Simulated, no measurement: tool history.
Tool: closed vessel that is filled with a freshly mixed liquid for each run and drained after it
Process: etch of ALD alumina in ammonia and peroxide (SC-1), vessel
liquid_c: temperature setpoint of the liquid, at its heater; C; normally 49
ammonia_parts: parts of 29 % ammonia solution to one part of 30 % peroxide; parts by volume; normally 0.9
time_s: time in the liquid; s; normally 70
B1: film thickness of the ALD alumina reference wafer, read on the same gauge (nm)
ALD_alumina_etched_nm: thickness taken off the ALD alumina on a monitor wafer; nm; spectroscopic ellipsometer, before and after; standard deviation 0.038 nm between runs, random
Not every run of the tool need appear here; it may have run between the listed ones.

run 1 hour=0 | liquid_c=42 ammonia_parts=0.9 time_s=70 | B1=150.02 | ALD_alumina_etched_nm=3.75
run 2 hour=24.2 | liquid_c=49 ammonia_parts=0.9 time_s=70 | B1=150.03 | ALD_alumina_etched_nm=5.49
run 3 hour=56.7 | liquid_c=49 ammonia_parts=0.9 time_s=70 | B1=150.01 | ALD_alumina_etched_nm=5.48
run 4 hour=72.6 | liquid_c=49 ammonia_parts=0.9 time_s=70 | B1=149.99 | ALD_alumina_etched_nm=5.46
run 5 hour=86.7 | liquid_c=49 ammonia_parts=0.9 time_s=70 | B1=150.03 | ALD_alumina_etched_nm=5.49
run 6 hour=119.7 | liquid_c=49 ammonia_parts=0.9 time_s=70 | B1=150 | ALD_alumina_etched_nm=5.47
run 7 hour=145.8 | liquid_c=49 ammonia_parts=0.9 time_s=70 | B1=150.04 | ALD_alumina_etched_nm=5.38
run 8 hour=169.2 | liquid_c=49 ammonia_parts=0.9 time_s=70 | B1=149.99 | ALD_alumina_etched_nm=5.36
-- hour=190.9 ammonia flow meter replaced
run 9 hour=192.1 | liquid_c=49 ammonia_parts=0.9 time_s=70 | B1=150.01 | ALD_alumina_etched_nm=5.29
-- hour=198.1 gauge calibrated
run 10 hour=208.2 | liquid_c=49 ammonia_parts=0.9 time_s=70 | B1=150 | ALD_alumina_etched_nm=5.33

The next listed run, before its measurement:
run 11 hour=229.4 | liquid_c=56.5 ammonia_parts=0.9 time_s=105 | B1=? | ALD_alumina_etched_nm=?

B1: 149.94
ALD_alumina_etched_nm: 12.01 nm
The same run, on a tool lacking any hidden state, would have yielded ALD_alumina_etched_nm 13.06 nm.
